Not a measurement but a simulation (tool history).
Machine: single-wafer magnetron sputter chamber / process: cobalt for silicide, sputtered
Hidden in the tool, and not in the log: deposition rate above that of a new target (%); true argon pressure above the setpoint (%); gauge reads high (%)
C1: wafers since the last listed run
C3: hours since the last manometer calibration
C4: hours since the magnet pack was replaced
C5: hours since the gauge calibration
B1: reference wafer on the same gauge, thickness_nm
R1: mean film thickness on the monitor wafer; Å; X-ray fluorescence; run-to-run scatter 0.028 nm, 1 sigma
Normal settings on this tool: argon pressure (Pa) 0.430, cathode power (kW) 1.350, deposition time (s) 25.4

run 1 day=0.000 | argon_pressure_(Pa)=0.430 cathode_power_(kW)=1.350 deposition_time_(s)=25.4 | C1=0 wafers_on_the_sputter_target=643 C3=1354.2 C4=7261.4 C5=271.9 | B1=21.109 | R1=184.89
run 2 day=0.733 | argon_pressure_(Pa)=0.430 cathode_power_(kW)=1.350 deposition_time_(s)=25.4 | C1=417 wafers_on_the_sputter_target=1060 C3=1371.8 C4=7279.0 C5=289.5 | B1=21.097 | R1=184.87
run 3 day=1.288 | argon_pressure_(Pa)=0.430 cathode_power_(kW)=1.350 deposition_time_(s)=25.4 | C1=315 wafers_on_the_sputter_target=1376 C3=1385.1 C4=7292.3 C5=302.8 | B1=21.104 | R1=184.26
run 4 day=1.792 | argon_pressure_(Pa)=0.430 cathode_power_(kW)=1.350 deposition_time_(s)=25.4 | C1=286 wafers_on_the_sputter_target=1663 C3=1397.2 C4=7304.4 C5=314.9 | B1=21.103 | R1=184.23
run 5 day=2.350 | argon_pressure_(Pa)=0.361 cathode_power_(kW)=1.350 deposition_time_(s)=25.4 | C1=317 wafers_on_the_sputter_target=1980 C3=1410.6 C4=7317.8 C5=328.3 | B1=21.084 | R1=189.32
run 6 day=3.025 | argon_pressure_(Pa)=0.430 cathode_power_(kW)=1.350 deposition_time_(s)=25.4 | C1=384 wafers_on_the_sputter_target=2365 C3=1426.8 C4=7334.0 C5=344.5 | B1=21.103 | R1=183.83
run 7 day=3.371 | argon_pressure_(Pa)=0.430 cathode_power_(kW)=1.350 deposition_time_(s)=25.4 | C1=196 wafers_on_the_sputter_target=2562 C3=1435.1 C4=7342.3 C5=352.8 | B1=21.116 | R1=183.76
-- day=3.692 gauge calibrated
run 8 day=3.954 | argon_pressure_(Pa)=0.430 cathode_power_(kW)=1.350 deposition_time_(s)=25.4 | C1=332 wafers_on_the_sputter_target=2894 C3=1449.1 C4=7356.3 C5=6.3 | B1=21.099 | R1=182.95
run 9 day=4.233 | argon_pressure_(Pa)=0.382 cathode_power_(kW)=1.350 deposition_time_(s)=25.4 | C1=158 wafers_on_the_sputter_target=3052 C3=1455.8 C4=7363.0 C5=13.0 | B1=21.095 | R1=186.31
-- day=4.633 sputter target and shields replaced
-- day=4.779 magnet pack replaced
run 10 day=4.833 | argon_pressure_(Pa)=0.382 cathode_power_(kW)=1.350 deposition_time_(s)=25.4 | C1=68 wafers_on_the_sputter_target=31 C3=1470.2 C4=1.3 C5=27.4 | B1=21.091 | R1=189.01
run 11 day=5.275 | argon_pressure_(Pa)=0.483 cathode_power_(kW)=1.350 deposition_time_(s)=25.4 | C1=251 wafers_on_the_sputter_target=283 C3=1480.8 C4=11.9 C5=38.0 | B1=21.115 | R1=181.04
run 12 day=5.767 | argon_pressure_(Pa)=0.483 cathode_power_(kW)=1.350 deposition_time_(s)=25.4 | C1=279 wafers_on_the_sputter_target=563 C3=1492.6 C4=23.7 C5=49.8 | B1=21.099 | R1=181.07
run 13 day=6.208 | argon_pressure_(Pa)=0.430 cathode_power_(kW)=1.500 deposition_time_(s)=25.4 | C1=251 wafers_on_the_sputter_target=814 C3=1503.2 C4=34.3 C5=60.4 | B1=21.092 | R1=205.32
run 14 day=6.604 | argon_pressure_(Pa)=0.430 cathode_power_(kW)=1.500 deposition_time_(s)=25.4 | C1=225 wafers_on_the_sputter_target=1039 C3=1512.7 C4=43.8 C5=69.9 | B1=21.108 | R1=205.90
run 15 day=7.083 | argon_pressure_(Pa)=0.430 cathode_power_(kW)=1.350 deposition_time_(s)=25.4 | C1=272 wafers_on_the_sputter_target=1312 C3=1524.2 C4=55.3 C5=81.4 | B1=21.095 | R1=184.75
run 16 day=7.500 | argon_pressure_(Pa)=0.324 cathode_power_(kW)=1.500 deposition_time_(s)=25.4 | C1=237 wafers_on_the_sputter_target=1549 C3=1534.2 C4=65.3 C5=91.4 | B1=21.091 | R1=213.71
run 17 day=7.829 | argon_pressure_(Pa)=0.570 cathode_power_(kW)=1.350 deposition_time_(s)=22.7 | C1=187 wafers_on_the_sputter_target=1737 C3=1542.1 C4=73.2 C5=99.3 | B1=21.102 | R1=156.07
run 18 day=8.421 | argon_pressure_(Pa)=0.308 cathode_power_(kW)=1.200 deposition_time_(s)=25.4 | C1=336 wafers_on_the_sputter_target=2073 C3=1556.3 C4=87.4 C5=113.5 | B1=21.109 | R1=171.38
run 19 day=8.875 | argon_pressure_(Pa)=0.430 cathode_power_(kW)=1.350 deposition_time_(s)=25.4 | C1=258 wafers_on_the_sputter_target=2332 C3=1567.2 C4=98.3 C5=124.4 | B1=21.102 | R1=183.80
run 20 day=9.354 | argon_pressure_(Pa)=0.521 cathode_power_(kW)=1.600 deposition_time_(s)=30.1 | C1=272 wafers_on_the_sputter_target=2605 C3=1578.7 C4=109.8 C5=135.9 | B1=21.101 | R1=248.04
run 21 day=9.812 | argon_pressure_(Pa)=0.430 cathode_power_(kW)=1.350 deposition_time_(s)=25.4 | C1=260 wafers_on_the_sputter_target=2866 C3=1589.7 C4=120.8 C5=146.9 | B1=21.091 | R1=182.76
-- day=10.758 sputter target and shields replaced
run 22 day=10.838 | argon_pressure_(Pa)=0.337 cathode_power_(kW)=1.550 deposition_time_(s)=20.3 | C1=393 wafers_on_the_sputter_target=45 C3=1614.3 C4=145.4 C5=171.5 | B1=21.107 | R1=176.22
run 23 day=11.358 | argon_pressure_(Pa)=0.430 cathode_power_(kW)=1.350 deposition_time_(s)=25.4 | C1=296 wafers_on_the_sputter_target=341 C3=1626.8 C4=157.9 C5=184.0 | B1=21.096 | R1=185.54
run 24 day=11.788 | argon_pressure_(Pa)=0.338 cathode_power_(kW)=1.500 deposition_time_(s)=29.7 | C1=244 wafers_on_the_sputter_target=586 C3=1637.1 C4=168.2 C5=194.3 | B1=21.096 | R1=249.76
-- day=12.396 capacitance manometer re-zeroed and calibrated
run 25 day=12.529 | argon_pressure_(Pa)=0.430 cathode_power_(kW)=1.350 deposition_time_(s)=25.4 | C1=232 wafers_on_the_sputter_target=818 C3=3.2 C4=186.0 C5=212.1 | B1=21.101 | R1=188.65
run 26 day=12.950 | argon_pressure_(Pa)=0.369 cathode_power_(kW)=1.100 deposition_time_(s)=25.4 | C1=239 wafers_on_the_sputter_target=1057 C3=13.3 C4=196.1 C5=222.2 | B1=21.115 | R1=156.83
run 27 day=13.612 | argon_pressure_(Pa)=0.544 cathode_power_(kW)=1.350 deposition_time_(s)=25.4 | C1=377 wafers_on_the_sputter_target=1435 C3=29.2 C4=212.0 C5=238.1 | B1=21.099 | R1=180.21
run 28 day=14.117 | argon_pressure_(Pa)=0.430 cathode_power_(kW)=1.350 deposition_time_(s)=25.4 | C1=286 wafers_on_the_sputter_target=1722 C3=41.3 C4=224.1 C5=250.2 | B1=21.109 | R1=187.74
run 29 day=14.575 | argon_pressure_(Pa)=0.286 cathode_power_(kW)=1.500 deposition_time_(s)=22.4 | C1=260 wafers_on_the_sputter_target=1982 C3=52.3 C4=235.1 C5=261.2 | B1=21.094 | R1=193.07
run 30 day=14.883 | argon_pressure_(Pa)=0.315 cathode_power_(kW)=1.250 deposition_time_(s)=26.9 | C1=175 wafers_on_the_sputter_target=2158 C3=59.7 C4=242.5 C5=268.6 | B1=21.102 | R1=190.66
run 31 day=15.175 | argon_pressure_(Pa)=0.430 cathode_power_(kW)=1.450 deposition_time_(s)=26.7 | C1=166 wafers_on_the_sputter_target=2324 C3=66.7 C4=249.5 C5=275.6 | B1=21.101 | R1=211.33
run 32 day=15.654 | argon_pressure_(Pa)=0.380 cathode_power_(kW)=1.650 deposition_time_(s)=25.4 | C1=272 wafers_on_the_sputter_target=2597 C3=78.2 C4=261.0 C5=287.1 | B1=21.110 | R1=231.78
-- day=16.083 sputter target and shields replaced
run 33 day=16.104 | argon_pressure_(Pa)=0.430 cathode_power_(kW)=1.500 deposition_time_(s)=24.0 | C1=66 wafers_on_the_sputter_target=12 C3=89.0 C4=271.8 C5=297.9 | B1=21.093 | R1=197.48
-- day=16.167 gauge calibrated
run 34 day=16.546 | argon_pressure_(Pa)=0.361 cathode_power_(kW)=1.350 deposition_time_(s)=29.6 | C1=251 wafers_on_the_sputter_target=263 C3=99.6 C4=282.4 C5=9.1 | B1=21.094 | R1=224.76
run 35 day=17.046 | argon_pressure_(Pa)=0.350 cathode_power_(kW)=1.500 deposition_time_(s)=25.4 | C1=284 wafers_on_the_sputter_target=548 C3=111.6 C4=294.4 C5=21.1 | B1=21.108 | R1=215.03

Alternative continuations, all from the tool just after run 35; predict every row:
run A day=17.062 | argon_pressure_(Pa)=0.430 cathode_power_(kW)=1.350 deposition_time_(s)=28.9 | C1=9 wafers_on_the_sputter_target=557 C3=112.0 C4=294.8 C5=21.5 | B1=? | R1=?
run B day=17.062 | argon_pressure_(Pa)=0.430 cathode_power_(kW)=1.600 deposition_time_(s)=25.4 | C1=9 wafers_on_the_sputter_target=557 C3=112.0 C4=294.8 C5=21.5 | B1=? | R1=?
run C day=17.062 | argon_pressure_(Pa)=0.430 cathode_power_(kW)=1.650 deposition_time_(s)=25.4 | C1=9 wafers_on_the_sputter_target=557 C3=112.0 C4=294.8 C5=21.5 | B1=? | R1=?
run D day=17.062 | argon_pressure_(Pa)=0.325 cathode_power_(kW)=1.100 deposition_time_(s)=25.4 | C1=9 wafers_on_the_sputter_target=557 C3=112.0 C4=294.8 C5=21.5 | B1=? | R1=?

run=A B1=21.092 R1=213.80
run=B B1=21.092 R1=222.71
run=C B1=21.092 R1=229.67
run=D B1=21.092 R1=159.18
With the hidden condition removed and each run's random variation left untouched, the same runs would have given:
run=A R1=214.50
run=B R1=223.43
run=C R1=230.42
run=D R1=159.61
